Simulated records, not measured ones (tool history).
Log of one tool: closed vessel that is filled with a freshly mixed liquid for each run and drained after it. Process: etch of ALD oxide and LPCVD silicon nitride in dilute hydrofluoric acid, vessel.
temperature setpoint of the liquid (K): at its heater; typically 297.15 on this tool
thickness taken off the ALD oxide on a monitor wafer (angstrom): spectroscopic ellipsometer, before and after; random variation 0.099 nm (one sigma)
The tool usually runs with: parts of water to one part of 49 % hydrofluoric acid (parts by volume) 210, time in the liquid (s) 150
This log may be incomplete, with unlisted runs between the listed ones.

| run | hour | temperature setpoint of the liquid (K) | parts of water to one part of 49 % hydrofluoric acid (parts by volume) | time in the liquid (s) | read-back film thickness of the ALD oxide reference wafer, read on the same gauge (nm) | thickness taken off the ALD oxide on a monitor wafer (angstrom) |
|---|---|---|---|---|---|---|
| 1 | 0.0 | 297.15 | 210 | 150 | 50.01 | 119.4 |
| 2 | 106.1 | 293.15 | 210 | 215 | 50.00 | 145.5 |
| 3 | 144.1 | 293.15 | 210 | 215 | 50.00 | 147.0 |
| 4 | 182.9 | 297.15 | 210 | 150 | 50.01 | 118.7 |
| 5 | 238.3 | 297.15 | 210 | 150 | 49.98 | 119.7 |
| 6 | 318.5 | 297.15 | 210 | 150 | 50.00 | 117.7 |
| 7 | 366.4 | 297.15 | 135 | 150 | 50.00 | 199.4 |
|  | 395.6 | gauge calibrated |
|  | 444.9 | thermometer replaced |
| 8 | 448.7 | 297.15 | 290 | 100 | 50.02 | 52.7 |
| 9 | 532.0 | 297.15 | 210 | 150 | 49.99 | 118.2 |
| 10 | 621.3 | 300.65 | 210 | 150 | 50.00 | 135.5 |
| 11 | 692.0 | 300.65 | 210 | 150 | 50.01 | 133.9 |
| 12 | 773.0 | 295.15 | 210 | 150 | 49.99 | 109.0 |
| 13 | 812.0 | 297.15 | 270 | 150 | 50.00 | 86.5 |
| 14 | 857.4 | 297.15 | 210 | 150 | 49.99 | 119.1 |
| 15 | 895.2 | 292.15 | 210 | 150 | 49.99 | 98.5 |
| 16 | 972.6 | 293.65 | 210 | 230 | 49.99 | 160.5 |
| 17 | 1035.5 | 297.15 | 295 | 220 | 49.99 | 113.6 |
|  | 1060.7 | hydrofluoric acid flow meter replaced |
| 18 | 1080.6 | 297.15 | 210 | 150 | 49.99 | 118.1 |
| 19 | 1142.7 | 299.65 | 285 | 225 | 50.02 | 132.8 |
| 20 | 1244.6 | 297.15 | 210 | 150 | 50.01 | 117.5 |
|  | 1253.9 | thermometer replaced |
| 21 | 1317.8 | 301.65 | 265 | 215 | 49.99 | 150.0 |
| 22 | 1399.4 | 299.15 | 210 | 150 | 50.00 | 126.7 |
| 23 | 1454.9 | 297.15 | 210 | 100 | 50.00 | 79.0 |
| 24 | 1495.5 | 299.65 | 315 | 75 | 50.00 | 38.9 |
| 25 | 1595.8 | 295.15 | 165 | 120 | 50.00 | 119.5 |
| 26 | 1690.7 | 292.65 | 245 | 220 | 49.99 | 122.2 |

Here are 4 independent what-if runs from the current tool condition. What would each one return?
| A | 1691.4 | 292.65 | 210 | 150 | ? | ? |
| B | 1691.4 | 301.15 | 210 | 225 | ? | ? |
| C | 1691.4 | 297.15 | 255 | 215 | ? | ? |
| D | 1691.4 | 292.15 | 290 | 235 | ? | ? |

| run | read-back film thickness of the ALD oxide reference wafer, read on the same gauge (nm) | thickness taken off the ALD oxide on a monitor wafer (angstrom) |
|---|---|---|
| A | 49.99 | 101.1 |
| B | 49.99 | 207.4 |
| C | 49.99 | 134.9 |
| D | 49.99 | 104.6 |
With no hidden state in the tool, these same runs would have given:
| run | thickness taken off the ALD oxide on a monitor wafer (angstrom) |
|---|---|
| A | 101.1 |
| B | 207.4 |
| C | 134.9 |
| D | 104.6 |
